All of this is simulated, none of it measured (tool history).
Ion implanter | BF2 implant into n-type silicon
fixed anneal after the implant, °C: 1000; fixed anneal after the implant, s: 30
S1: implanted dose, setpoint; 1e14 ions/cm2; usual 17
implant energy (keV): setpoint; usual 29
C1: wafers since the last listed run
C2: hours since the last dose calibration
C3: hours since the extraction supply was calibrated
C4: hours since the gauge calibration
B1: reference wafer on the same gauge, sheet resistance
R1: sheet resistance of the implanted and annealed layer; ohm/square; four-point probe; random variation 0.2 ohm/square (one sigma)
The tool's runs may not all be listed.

Run 1, day 0: usual settings but S1 18.93 1e14 ions/cm2, implant energy (keV) 22.5; C1 0; C2 505.7; C3 5362.1; C4 619.3; B1 131.99. Result: R1 144.99 ohm/square.
Run 2, day 1.708: usual settings but S1 18.93 1e14 ions/cm2, implant energy (keV) 22.5; C1 791; C2 546.7; C3 5403.1; C4 660.3; B1 132.01. Result: R1 145.04 ohm/square.
Run 3, day 4.283: usual settings but S1 18.93 1e14 ions/cm2, implant energy (keV) 22.5; C1 1192; C2 608.5; C3 5464.9; C4 722.1; B1 132. Result: R1 144.89 ohm/square.
Run 4, day 6.779: usual settings; C1 1155; C2 668.4; C3 5524.8; C4 782; B1 132.04. Result: R1 131.39 ohm/square.
Run 5, day 9.012: usual settings; C1 1034; C2 722; C3 5578.4; C4 835.6; B1 131.96. Result: R1 131.68 ohm/square.
Run 6, day 11.8: usual settings; C1 1290; C2 788.9; C3 5645.3; C4 902.5; B1 132.04. Result: R1 131.27 ohm/square.
Run 7, day 13.446: usual settings but implant energy (keV) 26.5; C1 762; C2 828.4; C3 5684.8; C4 942; B1 132.03. Result: R1 136.73 ohm/square.
Run 8, day 15.871: usual settings but implant energy (keV) 26.5; C1 1123; C2 886.6; C3 5743; C4 1000.2; B1 132.02. Result: R1 136.67 ohm/square.
Run 9, day 17.196: usual settings but S1 20.84 1e14 ions/cm2, implant energy (keV) 23; C1 613; C2 918.4; C3 5774.8; C4 1032; B1 132.02. Result: R1 141.64 ohm/square.
At day 18.912: Faraday cup replaced and dose calibrated.
Run 10, day 19.888: usual settings but S1 20.84 1e14 ions/cm2, implant energy (keV) 23; C1 1092; C2 23.4; C3 5839.4; C4 1096.6; B1 132.03. Result: R1 141.52 ohm/square.
At day 21.208: extraction supply calibrated.
Run 11, day 22.225: usual settings but S1 20.84 1e14 ions/cm2, implant energy (keV) 23; C1 928; C2 79.5; C3 24.4; C4 1152.7; B1 132.01. Result: R1 144.87 ohm/square.
Run 12, day 29.479: usual settings but S1 13.83 1e14 ions/cm2, implant energy (keV) 25; C1 3359; C2 253.6; C3 198.5; C4 1326.8; B1 132.03. Result: R1 148.1 ohm/square.
Run 13, day 32.258: usual settings but S1 13.83 1e14 ions/cm2, implant energy (keV) 25; C1 1287; C2 320.3; C3 265.2; C4 1393.5; B1 132.08. Result: R1 148.8 ohm/square.
At day 32.604: gauge calibrated.
Run 14, day 34.25: usual settings but S1 15.13 1e14 ions/cm2; C1 922; C2 368.1; C3 313; C4 39.5; B1 132.06. Result: R1 136.95 ohm/square.
Run 15, day 36.658: usual settings but S1 15.13 1e14 ions/cm2; C1 1115; C2 425.9; C3 370.8; C4 97.3; B1 131.99. Result: R1 137.08 ohm/square.
Run 16, day 38.267: usual settings but S1 14.59 1e14 ions/cm2; C1 744; C2 464.5; C3 409.4; C4 135.9; B1 131.95. Result: R1 138.17 ohm/square.
Run 17, day 40.95: usual settings but S1 18.51 1e14 ions/cm2; C1 1242; C2 528.9; C3 473.8; C4 200.3; B1 132. Result: R1 132.88 ohm/square.
Run 18, day 43.275: usual settings; C1 1076; C2 584.7; C3 529.6; C4 256.1; B1 132.03. Result: R1 134.34 ohm/square.
Run 19, day 45.404: usual settings but S1 20.39 1e14 ions/cm2, implant energy (keV) 20; C1 986; C2 635.8; C3 580.7; C4 307.2; B1 132.03. Result: R1 154.65 ohm/square.
Run 20, day 46.758: usual settings but S1 19.13 1e14 ions/cm2, implant energy (keV) 20; C1 627; C2 668.3; C3 613.2; C4 339.7; B1 132.04. Result: R1 155.03 ohm/square.
Run 21, day 48.379: usual settings but S1 13.07 1e14 ions/cm2, implant energy (keV) 34.5; C1 750; C2 707.2; C3 652.1; C4 378.6; B1 131.99. Result: R1 132.7 ohm/square.
Run 22, day 49.871: usual settings but S1 14.74 1e14 ions/cm2, implant energy (keV) 22.5; C1 690; C2 743; C3 687.9; C4 414.4; B1 132.02. Result: R1 153.64 ohm/square.
Run 23, day 51.046: usual settings but S1 14.59 1e14 ions/cm2; C1 544; C2 771.2; C3 716.1; C4 442.6; B1 131.99. Result: R1 137.87 ohm/square.
Run 24, day 52.646: usual settings but S1 13.89 1e14 ions/cm2, implant energy (keV) 22.5; C1 740; C2 809.6; C3 754.5; C4 481; B1 131.98. Result: R1 155.23 ohm/square.
Run 25, day 53.654: usual settings but implant energy (keV) 22.5; C1 466; C2 833.8; C3 778.7; C4 505.2; B1 132.01. Result: R1 149.81 ohm/square.
At day 56.392: Faraday cup replaced and dose calibrated.
Run 26, day 58.717: usual settings but S1 20.72 1e14 ions/cm2, implant energy (keV) 33.5; C1 2190; C2 55.8; C3 900.2; C4 626.7; B1 131.98. Result: R1 122.19 ohm/square.
Run 27, day 61.6: usual settings but S1 15.69 1e14 ions/cm2; C1 1335; C2 125; C3 969.4; C4 695.9; B1 132.01. Result: R1 135.12 ohm/square.
Run 28, day 64.438: usual settings but S1 14.32 1e14 ions/cm2, implant energy (keV) 26.5; C1 1314; C2 193.1; C3 1037.5; C4 764; B1 132.06. Result: R1 143.38 ohm/square.
Run 29, day 67.129: usual settings but S1 19.15 1e14 ions/cm2, implant energy (keV) 22.5; C1 1246; C2 257.7; C3 1102.1; C4 828.6; B1 132. Result: R1 147.55 ohm/square.
Run 30, day 69.254: usual settings; C1 984; C2 308.7; C3 1153.1; C4 879.6; B1 132. Result: R1 134.36 ohm/square.
Run 31, day 70.475: usual settings but S1 14.94 1e14 ions/cm2, implant energy (keV) 37.5; C1 565; C2 338; C3 1182.4; C4 908.9; B1 132.05. Result: R1 122.94 ohm/square.
Run 32, day 72.254: usual settings but S1 19.04 1e14 ions/cm2, implant energy (keV) 34.5; C1 823; C2 380.7; C3 1225.1; C4 951.6; B1 132.03. Result: R1 122.17 ohm/square.
Run 33, day 73.742: usual settings but S1 12.21 1e14 ions/cm2, implant energy (keV) 21; C1 688; C2 416.4; C3 1260.8; C4 987.3; B1 132.01. Result: R1 164.51 ohm/square.
Run 34, day 76.254: usual settings but S1 15.41 1e14 ions/cm2, implant energy (keV) 25.5; C1 1163; C2 476.7; C3 1321.1; C4 1047.6; B1 131.96. Result: R1 143.98 ohm/square.
Run 35, day 78.433: usual settings but S1 21.07 1e14 ions/cm2, implant energy (keV) 23; C1 1009; C2 529; C3 1373.4; C4 1099.9; B1 132.01. Result: R1 144.91 ohm/square.
Run 36, day 80.246: usual settings; C1 839; C2 572.5; C3 1416.9; C4 1143.4; B1 132. Result: R1 134.39 ohm/square.
Run 37, day 81.512: usual settings but S1 21.81 1e14 ions/cm2, implant energy (keV) 22; C1 586; C2 602.9; C3 1447.3; C4 1173.8; B1 131.98. Result: R1 147.72 ohm/square.

Hidden state at the last listed run before each entry between runs and at the first one after, where it differs:
Between runs 9 and 10: Faraday cup replaced and dose calibrated (day 18.912)
  deviation of the true dose from the Faraday cup's reading, %: -5.02 -> -0.243; deviation of the true energy from its setpoint, %: 5.11 -> 5.22
  measured less the result without the state, R1: -2.49 -> -3.12 ohm/square
Between runs 10 and 11: extraction supply calibrated (day 21.208)
  deviation of the true dose from the Faraday cup's reading, %: -0.243 -> -1.11; deviation of the true energy from its setpoint, %: 5.22 -> -0.455
  measured less the result without the state, R1: -3.12 -> +0.4 ohm/square
Between runs 13 and 14: gauge calibrated (day 32.604)
  deviation of the true dose from the Faraday cup's reading, %: -3.38 -> -3.65; deviation of the true energy from its setpoint, %: -0.445 -> -0.441
  measured less the result without the state, R1: +1.39 -> +1.24 ohm/square
Between runs 25 and 26: Faraday cup replaced and dose calibrated (day 56.392)
  deviation of the true dose from the Faraday cup's reading, %: -4.81 -> -0.879; deviation of the true energy from its setpoint, %: -0.369 -> -0.34
  measured less the result without the state, R1: +1.19 -> +0.29 ohm/square
